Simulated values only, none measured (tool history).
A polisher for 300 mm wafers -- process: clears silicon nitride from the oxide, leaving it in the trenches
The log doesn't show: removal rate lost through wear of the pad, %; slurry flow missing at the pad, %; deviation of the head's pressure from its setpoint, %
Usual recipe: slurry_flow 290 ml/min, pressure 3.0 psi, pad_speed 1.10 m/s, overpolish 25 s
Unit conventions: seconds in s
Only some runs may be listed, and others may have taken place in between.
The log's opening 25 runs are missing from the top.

run,hour,slurry_flow,pressure,pad_speed,overpolish,wafers since the last listed run,wafers polished on this pad,hours since the slurry nozzle was cleaned,hours since the head pressure was calibrated,"incoming thickness of the incoming film, nm",seconds
26,1779.8,385,3.7,1.10,25,750,1757,876.0,579.5,80.6,66.1
# hour 1812.2: slurry nozzle cleaned
# hour 1820.7: head pressure recalibrated
27,1829.9,290,3.0,1.10,21,613,2371,17.7,9.2,79.9,80.9
28,1866.3,290,3.0,1.10,25,474,2845,54.1,45.6,80.6,83.5
29,1971.1,240,3.5,0.78,25,1365,4211,158.9,150.4,79.3,90.7
30,2075.4,290,3.0,1.30,25,1359,5570,263.2,254.7,80.0,77.3
31,2166.1,390,2.1,0.76,36,1181,6752,353.9,345.4,81.6,153.9
32,2210.2,255,3.8,1.24,15,574,7327,398.0,389.5,79.1,66.6
# hour 2255.4: worn pad replaced by a new one
33,2270.9,350,2.6,1.40,35,738,202,458.7,450.2,79.8,79.9
34,2330.6,290,3.0,1.42,10,778,980,518.4,509.9,79.9,71.6
# hour 2363.1: head pressure recalibrated
35,2393.2,235,3.0,1.24,15,789,1770,581.0,30.1,79.6,82.6
36,2434.1,290,3.0,1.10,25,533,2303,621.9,71.0,79.3,85.3

Below are 4 alternative next runs, each starting from the tool's condition after run 36. Predict each:
A,2434.5,290,3.0,1.42,25,5,2308,622.3,71.4,78.9,?
B,2434.5,290,3.7,0.88,25,5,2308,622.3,71.4,78.9,?
C,2434.5,255,3.0,1.30,35,5,2308,622.3,71.4,78.9,?
D,2434.5,290,2.1,0.76,13,5,2308,622.3,71.4,78.9,?

run,seconds
A,74.0
B,80.6
C,80.3
D,153.7
The same runs, with their run-to-run variation unchanged, on a tool lacking any hidden condition would have given:
run,seconds
A,66.8
B,72.7
C,71.8
D,138.7
